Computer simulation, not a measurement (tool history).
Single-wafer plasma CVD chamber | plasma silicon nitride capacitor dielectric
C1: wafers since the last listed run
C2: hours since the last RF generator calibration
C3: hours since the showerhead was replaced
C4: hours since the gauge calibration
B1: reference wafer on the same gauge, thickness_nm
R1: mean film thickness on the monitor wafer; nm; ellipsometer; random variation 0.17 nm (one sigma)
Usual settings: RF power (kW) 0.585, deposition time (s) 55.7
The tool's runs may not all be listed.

Run 1, day 0.000: usual settings; C1 0; C2 2083.2; C3 3430.5; C4 548.8; B1 97.595. Result: R1 85.193 nm.
Run 2, day 2.196: usual settings; C1 1195; C2 2135.9; C3 3483.2; C4 601.5; B1 97.615. Result: R1 85.284 nm.
Run 3, day 4.575: usual settings but deposition time (s) 62.5; C1 1294; C2 2193.0; C3 3540.3; C4 658.6; B1 97.741. Result: R1 95.557 nm.
Run 4, day 6.229: usual settings but deposition time (s) 62.5; C1 900; C2 2232.7; C3 3580.0; C4 698.3; B1 97.649. Result: R1 95.703 nm.
Run 5, day 7.529: usual settings but deposition time (s) 62.5; C1 707; C2 2263.9; C3 3611.2; C4 729.5; B1 97.655. Result: R1 95.520 nm.
Run 6, day 8.975: usual settings; C1 786; C2 2298.6; C3 3645.9; C4 764.2; B1 97.612. Result: R1 85.036 nm.
Run 7, day 10.417: usual settings; C1 784; C2 2333.2; C3 3680.5; C4 798.8; B1 97.693. Result: R1 84.762 nm.
At day 12.996: gauge calibrated.
Run 8, day 13.125: usual settings; C1 1473; C2 2398.2; C3 3745.5; C4 3.1; B1 97.818. Result: R1 84.941 nm.
Run 9, day 14.708: usual settings but RF power (kW) 0.500; C1 861; C2 2436.2; C3 3783.5; C4 41.1; B1 97.662. Result: R1 80.799 nm.
Run 10, day 17.317: usual settings but RF power (kW) 0.500; C1 1419; C2 2498.8; C3 3846.1; C4 103.7; B1 97.620. Result: R1 81.119 nm.
Run 11, day 18.833: usual settings but RF power (kW) 0.520; C1 825; C2 2535.2; C3 3882.5; C4 140.1; B1 97.718. Result: R1 81.775 nm.
At day 19.879: showerhead replaced.
At day 20.858: RF generator calibrated.
Run 12, day 21.725: usual settings; C1 1210; C2 20.8; C3 44.3; C4 209.5; B1 97.590. Result: R1 86.646 nm.
Run 13, day 24.154: usual settings but RF power (kW) 0.500, deposition time (s) 59.0; C1 1322; C2 79.1; C3 102.6; C4 267.8; B1 97.617. Result: R1 87.763 nm.
Run 14, day 25.792: usual settings; C1 891; C2 118.4; C3 141.9; C4 307.1; B1 97.699. Result: R1 86.233 nm.
Run 15, day 26.792: usual settings but RF power (kW) 0.500, deposition time (s) 59.0; C1 544; C2 142.4; C3 165.9; C4 331.1; B1 97.672. Result: R1 87.572 nm.
Run 16, day 29.192: usual settings but RF power (kW) 0.525, deposition time (s) 52.8; C1 1306; C2 200.0; C3 223.5; C4 388.7; B1 97.761. Result: R1 79.675 nm.
Run 17, day 32.050: usual settings; C1 1555; C2 268.6; C3 292.1; C4 457.3; B1 97.661. Result: R1 86.476 nm.
Run 18, day 33.208: usual settings but RF power (kW) 0.670, deposition time (s) 51.3; C1 630; C2 296.4; C3 319.9; C4 485.1; B1 97.685. Result: R1 82.959 nm.
Run 19, day 34.696: usual settings but RF power (kW) 0.470, deposition time (s) 59.8; C1 809; C2 332.1; C3 355.6; C4 520.8; B1 97.757. Result: R1 87.289 nm.
Run 20, day 37.112: usual settings but deposition time (s) 65.6; C1 1315; C2 390.1; C3 413.6; C4 578.8; B1 97.666. Result: R1 101.628 nm.
Run 21, day 39.804: usual settings but RF power (kW) 0.470, deposition time (s) 51.8; C1 1464; C2 454.7; C3 478.2; C4 643.4; B1 97.664. Result: R1 75.480 nm.
Run 22, day 42.104: usual settings but RF power (kW) 0.540, deposition time (s) 51.2; C1 1251; C2 509.9; C3 533.4; C4 698.6; B1 97.619. Result: R1 77.750 nm.

How the hidden state differs across the entries between the runs, from the last listed run before each to the first after it:
Between runs 7 and 8: gauge calibrated (day 12.996)
  delivered RF power above the setpoint (%): -7.55 -> -7.97
  measured less the result without the state, R1: -1.917 -> -2.032 nm
Between runs 11 and 12: showerhead replaced (day 19.879); RF generator calibrated (day 20.858)
  delivered RF power above the setpoint (%): -8.88 -> -1.42
  measured less the result without the state, R1: -2.192 -> -0.355 nm

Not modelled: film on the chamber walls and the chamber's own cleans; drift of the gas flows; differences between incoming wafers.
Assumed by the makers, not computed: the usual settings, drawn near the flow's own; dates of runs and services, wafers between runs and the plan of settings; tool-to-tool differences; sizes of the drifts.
